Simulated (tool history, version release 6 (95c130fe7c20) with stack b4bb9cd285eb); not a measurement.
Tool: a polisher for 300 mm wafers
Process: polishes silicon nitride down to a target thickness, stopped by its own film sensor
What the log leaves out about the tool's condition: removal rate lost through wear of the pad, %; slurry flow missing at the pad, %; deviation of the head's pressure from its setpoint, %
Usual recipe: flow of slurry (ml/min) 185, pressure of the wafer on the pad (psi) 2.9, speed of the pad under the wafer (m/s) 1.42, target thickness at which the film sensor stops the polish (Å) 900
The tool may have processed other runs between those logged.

run	hour	flow of slurry (ml/min)	pressure of the wafer on the pad (psi)	speed of the pad under the wafer (m/s)	target thickness at which the film sensor stops the polish (Å)	wafers since the last listed run	wafers polished on this pad	hours since the slurry nozzle was cleaned	hours since the head pressure was calibrated	incoming thickness of the incoming film, nm	time until the film sensor stopped the polish (s)
1	0	185	3.3	1.42	900	0	301	313.4	220.6	258.1	83.8
# hour 12.4: slurry nozzle cleaned
2	20.7	185	3.3	1.42	900	206	507	8.3	241.3	264	81.5
3	53.1	185	2.9	1.42	900	338	846	40.7	273.7	261.1	93.1
# hour 82.4: worn pad replaced by a new one
4	83.5	185	2.9	1.42	900	276	11	71.1	304.1	257	90.8
5	103.8	185	2.9	1.42	900	212	223	91.4	324.4	258.3	89.9
6	117.4	185	2.9	1.42	900	142	366	105	338	261	91.7
7	151.6	185	2.9	1.6	900	357	723	139.2	372.2	262.1	83.1
8	172.9	185	2.7	1.26	900	222	946	160.5	393.5	261.2	110.9
# hour 202.4: worn pad replaced by a new one
9	207.6	185	2.7	1.26	900	321	53	195.2	428.2	257.9	107.5
10	240.6	185	2.9	1.42	900	345	399	228.2	461.2	258.6	94.2
11	276.2	185	2.9	1.82	720	372	771	263.8	496.8	257.6	88
12	310	145	3.6	1.06	730	353	1124	297.6	530.6	261.7	113.5
# hour 313.7: head pressure recalibrated
# hour 326.1: worn pad replaced by a new one
13	326.6	185	2.9	1.88	410	110	4	314.2	12.9	259.3	89.5
# hour 330.3: slurry nozzle cleaned
14	348	185	2.4	1.42	900	213	218	17.7	34.3	257.9	92.9
# hour 435.4: worn pad replaced by a new one
15	442.4	185	2.9	1.42	900	945	73	112.1	128.7	256.5	83.4
16	459.8	185	2.9	1.06	1130	181	255	129.5	146.1	265.4	101.8
17	495.4	185	3.6	1.7	1240	372	627	165.1	181.7	259.9	49.3
# hour 534.1: worn pad replaced by a new one
18	555.1	185	2.9	1.74	900	582	219	224.8	241.4	259.2	77.6
19	573.4	185	2.9	1.24	900	191	410	243.1	259.7	259.3	99.8

Consider 3 possible next runs. They are alternatives, not a sequence: every one starts from the tool as it was left by run 19. What does each give?
A	573.8	185	2.9	1.42	900	4	415	243.5	260.1	256.5	?
B	573.8	185	2.9	1.56	450	4	415	243.5	260.1	256.5	?
C	573.8	165	2	1.42	900	4	415	243.5	260.1	256.5	?

run	time until the film sensor stopped the polish (s)
A	88.8
B	104.6
C	125.8
What these runs would have given with no unlogged condition in the tool:
run	time until the film sensor stopped the polish (s)
A	77.3
B	91.1
C	109.1
